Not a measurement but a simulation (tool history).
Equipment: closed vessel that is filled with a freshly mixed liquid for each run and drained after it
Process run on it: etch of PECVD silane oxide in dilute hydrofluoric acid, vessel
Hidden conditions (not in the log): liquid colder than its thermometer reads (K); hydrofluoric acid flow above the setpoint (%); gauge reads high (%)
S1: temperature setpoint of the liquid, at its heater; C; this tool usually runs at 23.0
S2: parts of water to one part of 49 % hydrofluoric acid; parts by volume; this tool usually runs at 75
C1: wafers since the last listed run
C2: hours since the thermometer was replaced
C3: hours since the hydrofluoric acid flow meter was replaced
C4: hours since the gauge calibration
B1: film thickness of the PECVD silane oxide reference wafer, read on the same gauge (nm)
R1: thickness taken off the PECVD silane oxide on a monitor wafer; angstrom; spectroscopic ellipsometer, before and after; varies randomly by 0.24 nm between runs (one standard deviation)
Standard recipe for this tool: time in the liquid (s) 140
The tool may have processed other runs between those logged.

run 1 day=0.000 | S1=23.0 S2=75 time_in_the_liquid_(s)=90 | C1=0 C2=208.4 C3=851.4 C4=1222.5 | B1=90.03 | R1=287.9
run 2 day=2.617 | S1=23.0 S2=75 time_in_the_liquid_(s)=90 | C1=4169 C2=271.2 C3=914.2 C4=1285.3 | B1=89.99 | R1=289.0
run 3 day=4.246 | S1=24.0 S2=75 time_in_the_liquid_(s)=140 | C1=2595 C2=310.3 C3=953.3 C4=1324.4 | B1=89.99 | R1=463.9
run 4 day=8.212 | S1=23.0 S2=45 time_in_the_liquid_(s)=140 | C1=6320 C2=405.5 C3=1048.5 C4=1419.6 | B1=90.01 | R1=762.7
run 5 day=11.950 | S1=23.0 S2=75 time_in_the_liquid_(s)=140 | C1=5955 C2=495.2 C3=1138.2 C4=1509.3 | B1=90.00 | R1=441.4
run 6 day=17.008 | S1=23.0 S2=75 time_in_the_liquid_(s)=140 | C1=8059 C2=616.6 C3=1259.6 C4=1630.7 | B1=90.01 | R1=441.7
run 7 day=18.850 | S1=23.0 S2=75 time_in_the_liquid_(s)=140 | C1=2934 C2=660.8 C3=1303.8 C4=1674.9 | B1=89.99 | R1=435.6
run 8 day=22.338 | S1=23.0 S2=75 time_in_the_liquid_(s)=140 | C1=5556 C2=744.5 C3=1387.5 C4=1758.6 | B1=90.00 | R1=435.0
run 9 day=24.212 | S1=23.0 S2=75 time_in_the_liquid_(s)=140 | C1=2987 C2=789.5 C3=1432.5 C4=1803.6 | B1=89.98 | R1=435.9
run 10 day=26.967 | S1=26.5 S2=75 time_in_the_liquid_(s)=140 | C1=4388 C2=855.6 C3=1498.6 C4=1869.7 | B1=89.96 | R1=503.4
run 11 day=31.312 | S1=20.5 S2=55 time_in_the_liquid_(s)=140 | C1=6924 C2=959.9 C3=1602.9 C4=1974.0 | B1=90.01 | R1=549.2
run 12 day=33.121 | S1=20.5 S2=55 time_in_the_liquid_(s)=140 | C1=2881 C2=1003.3 C3=1646.3 C4=2017.4 | B1=89.97 | R1=545.1
run 13 day=36.996 | S1=23.0 S2=75 time_in_the_liquid_(s)=140 | C1=6174 C2=1096.3 C3=1739.3 C4=2110.4 | B1=90.00 | R1=433.6
-- day=39.779 gauge calibrated
run 14 day=40.242 | S1=23.0 S2=75 time_in_the_liquid_(s)=140 | C1=5171 C2=1174.2 C3=1817.2 C4=11.1 | B1=90.00 | R1=437.1
run 15 day=44.258 | S1=23.0 S2=110 time_in_the_liquid_(s)=140 | C1=6400 C2=1270.6 C3=1913.6 C4=107.5 | B1=89.99 | R1=283.1
run 16 day=48.038 | S1=19.5 S2=45 time_in_the_liquid_(s)=110 | C1=6021 C2=1361.3 C3=2004.3 C4=198.2 | B1=89.98 | R1=499.8
run 17 day=52.479 | S1=23.0 S2=50 time_in_the_liquid_(s)=165 | C1=7077 C2=1467.9 C3=2110.9 C4=304.8 | B1=90.00 | R1=786.0
run 18 day=55.058 | S1=23.0 S2=75 time_in_the_liquid_(s)=140 | C1=4109 C2=1529.8 C3=2172.8 C4=366.7 | B1=90.01 | R1=427.3
-- day=57.962 thermometer replaced
run 19 day=58.554 | S1=18.0 S2=75 time_in_the_liquid_(s)=140 | C1=5503 C2=14.2 C3=2256.7 C4=450.6 | B1=90.00 | R1=330.8
run 20 day=60.217 | S1=23.0 S2=75 time_in_the_liquid_(s)=140 | C1=2648 C2=54.1 C3=2296.6 C4=490.5 | B1=89.98 | R1=407.0
run 21 day=64.392 | S1=23.0 S2=50 time_in_the_liquid_(s)=140 | C1=6652 C2=154.3 C3=2396.8 C4=590.7 | B1=89.99 | R1=628.8
run 22 day=68.221 | S1=23.0 S2=100 time_in_the_liquid_(s)=140 | C1=6101 C2=246.2 C3=2488.7 C4=682.6 | B1=90.03 | R1=296.4
-- day=69.967 hydrofluoric acid flow meter replaced
run 23 day=70.238 | S1=21.5 S2=90 time_in_the_liquid_(s)=205 | C1=3146 C2=294.6 C3=6.5 C4=731.0 | B1=90.01 | R1=457.5
run 24 day=72.342 | S1=23.0 S2=75 time_in_the_liquid_(s)=140 | C1=3352 C2=345.1 C3=57.0 C4=781.5 | B1=90.02 | R1=406.5
run 25 day=74.117 | S1=21.0 S2=75 time_in_the_liquid_(s)=205 | C1=2828 C2=387.7 C3=99.6 C4=824.1 | B1=90.00 | R1=544.6
run 26 day=77.208 | S1=23.0 S2=75 time_in_the_liquid_(s)=140 | C1=4926 C2=461.9 C3=173.8 C4=898.3 | B1=89.99 | R1=408.9
-- day=80.104 thermometer replaced, repeated, since the last time left the tool worse
run 27 day=80.854 | S1=23.0 S2=65 time_in_the_liquid_(s)=140 | C1=5742 C2=18.0 C3=261.3 C4=985.8 | B1=90.00 | R1=519.7
run 28 day=82.958 | S1=23.0 S2=55 time_in_the_liquid_(s)=140 | C1=3352 C2=68.5 C3=311.8 C4=1036.3 | B1=90.03 | R1=630.4
run 29 day=84.850 | S1=23.0 S2=75 time_in_the_liquid_(s)=220 | C1=3014 C2=113.9 C3=357.2 C4=1081.7 | B1=89.99 | R1=700.5
run 30 day=96.242 | S1=25.0 S2=60 time_in_the_liquid_(s)=175 | C1=18151 C2=387.3 C3=630.6 C4=1355.1 | B1=90.01 | R1=763.8
run 31 day=97.925 | S1=27.0 S2=60 time_in_the_liquid_(s)=140 | C1=2682 C2=427.7 C3=671.0 C4=1395.5 | B1=89.98 | R1=662.0
run 32 day=99.717 | S1=23.0 S2=75 time_in_the_liquid_(s)=90 | C1=2854 C2=470.7 C3=714.0 C4=1438.5 | B1=89.98 | R1=287.6
run 33 day=103.642 | S1=23.0 S2=75 time_in_the_liquid_(s)=140 | C1=6253 C2=564.9 C3=808.2 C4=1532.7 | B1=89.97 | R1=443.9
run 34 day=107.104 | S1=26.5 S2=95 time_in_the_liquid_(s)=110 | C1=5517 C2=648.0 C3=891.3 C4=1615.8 | B1=90.01 | R1=306.6

Give the tool's hidden conditions for every run:
hydrofluoric acid flow above the setpoint (%): 0 at every run
gauge reads high (%): 0 at every run
H1: liquid colder than its thermometer reads (K)
run=1 H1=0.379
run=2 H1=0.419
run=3 H1=0.444
run=4 H1=0.506
run=5 H1=0.563
run=6 H1=0.642
run=7 H1=0.67
run=8 H1=0.724
run=9 H1=0.753
run=10 H1=0.796
run=11 H1=0.863
run=12 H1=0.891
run=13 H1=0.951
run=14 H1=1
run=15 H1=1.06
run=16 H1=1.12
run=17 H1=1.19
run=18 H1=1.23
run=19 H1=2.38
run=20 H1=2.41
run=21 H1=2.47
run=22 H1=2.53
run=23 H1=2.56
run=24 H1=2.59
run=25 H1=2.62
run=26 H1=2.67
run=27 H1=0.0827
run=28 H1=0.115
run=29 H1=0.145
run=30 H1=0.321
run=31 H1=0.347
run=32 H1=0.375
run=33 H1=0.435
run=34 H1=0.489
